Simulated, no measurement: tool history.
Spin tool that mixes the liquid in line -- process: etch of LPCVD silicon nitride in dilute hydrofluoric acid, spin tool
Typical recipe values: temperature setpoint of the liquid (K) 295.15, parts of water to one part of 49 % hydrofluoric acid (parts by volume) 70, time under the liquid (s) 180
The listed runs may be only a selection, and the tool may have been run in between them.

run     day  temperature setpoint of the liquid (K)  parts of water to one part of 49 % hydrofluoric acid (parts by volume)  time under the liquid (s)  read-back film thickness of the LPCVD silicon nitride reference wafer, read on the same gauge (nm)  thickness taken off the LPCVD silicon nitride on a monitor wafer (nm)
  1       0                                  295.15                                                                      70                        180                                                                                              50.015                                                                  1.083
  2   1.388                                  295.15                                                                      70                        180                                                                                              49.963                                                                  1.115
  3   3.071                                  295.15                                                                      70                        180                                                                                              49.971                                                                  1.083
  4   4.254                                  295.15                                                                      95                        180                                                                                              49.991                                                                  0.804
  5   5.962                                  295.15                                                                      70                        180                                                                                              49.989                                                                  1.105
  6   8.558                                  295.15                                                                      70                        180                                                                                              50.021                                                                  1.048
  7   9.696                                  295.15                                                                      70                        180                                                                                                  50                                                                  1.092
  8  11.112                                  295.15                                                                      70                        180                                                                                              50.021                                                                  1.095
  9  13.033                                  295.15                                                                      70                        180                                                                                              49.987                                                                  1.052
 10  14.929                                  295.15                                                                      70                        180                                                                                              49.976                                                                  1.067
 11  16.467                                  295.15                                                                      70                        180                                                                                               49.96                                                                  1.084
 12  18.675                                  295.15                                                                      70                        180                                                                                              49.997                                                                  1.091
 13    20.6                                  295.15                                                                      70                        180                                                                                              50.074                                                                  1.054
 14  22.942                                  295.15                                                                      70                        180                                                                                               49.95                                                                  1.077
 15  30.012                                  295.15                                                                      70                        180                                                                                                  50                                                                  1.082
 16  32.412                                  295.15                                                                      70                        180                                                                                              50.004                                                                  1.071
 17  34.954                                  295.15                                                                      60                        180                                                                                              49.981                                                                  1.188
 18   37.75                                  295.15                                                                      70                        180                                                                                              49.976                                                                  1.052
 19  40.671                                  296.65                                                                     100                        230                                                                                              50.039                                                                  1.008
 20  43.004                                  295.15                                                                      70                        180                                                                                              50.046                                                                  1.093
 21   44.15                                  295.15                                                                      70                        180                                                                                              49.967                                                                  1.044
 22   45.45                                  295.15                                                                      70                        240                                                                                              49.984                                                                  1.334
 23  47.979                                  292.65                                                                      95                         85                                                                                              50.031                                                                  0.305
 24  49.021                                  293.65                                                                      70                        180                                                                                              50.001                                                                  0.929
 25  51.008                                  295.15                                                                      70                        180                                                                                              49.971                                                                  1.168
 26  52.204                                  295.15                                                                      70                        180                                                                                              49.994                                                                   1.14
 27  54.512                                  297.15                                                                      85                        110                                                                                              49.933                                                                  0.668
 28  58.308                                  297.15                                                                     105                        220                                                                                              49.957                                                                  1.074
 29  61.304                                  295.15                                                                      70                        180                                                                                              49.987                                                                  1.156
 30  65.779                                  295.15                                                                      70                        180                                                                                              49.962                                                                  1.135
 31  68.412                                  292.15                                                                      70                        145                                                                                              50.006                                                                  0.725
 32  69.979                                  299.65                                                                      60                        245                                                                                              49.958                                                                  2.327
 33  71.992                                  299.65                                                                      45                         90                                                                                              50.005                                                                  1.158

Between the runs listed above, the log contained 4 entries, not reproduced here. Where in the sequence does each belong, and how does what the log doesn't record of the tool's condition differ from the listed run before to the listed run after?
Run 9 -> run 10: thermometer replaced (day 14.688)
  hydrofluoric acid flow below the setpoint (%): 7.51 -> 7.75
  measured less the result without the state, thickness taken off the LPCVD silicon nitride on a monitor wafer (nm): -0.084 -> -0.088
Run 13 -> run 14: gauge calibrated (day 22.192)
  hydrofluoric acid flow below the setpoint (%): 8.47 -> 8.77
  measured less the result without the state, thickness taken off the LPCVD silicon nitride on a monitor wafer (nm): -0.096 -> -0.101
Run 24 -> run 25: hydrofluoric acid flow meter replaced (day 50.608)
  hydrofluoric acid flow below the setpoint (%): 12.1 -> 1.54
  measured less the result without the state, thickness taken off the LPCVD silicon nitride on a monitor wafer (nm): -0.124 -> -0.017
Run 26 -> run 27: thermometer replaced (day 54.062)
  hydrofluoric acid flow below the setpoint (%): 1.69 -> 1.98
  measured less the result without the state, thickness taken off the LPCVD silicon nitride on a monitor wafer (nm): -0.02 -> -0.013
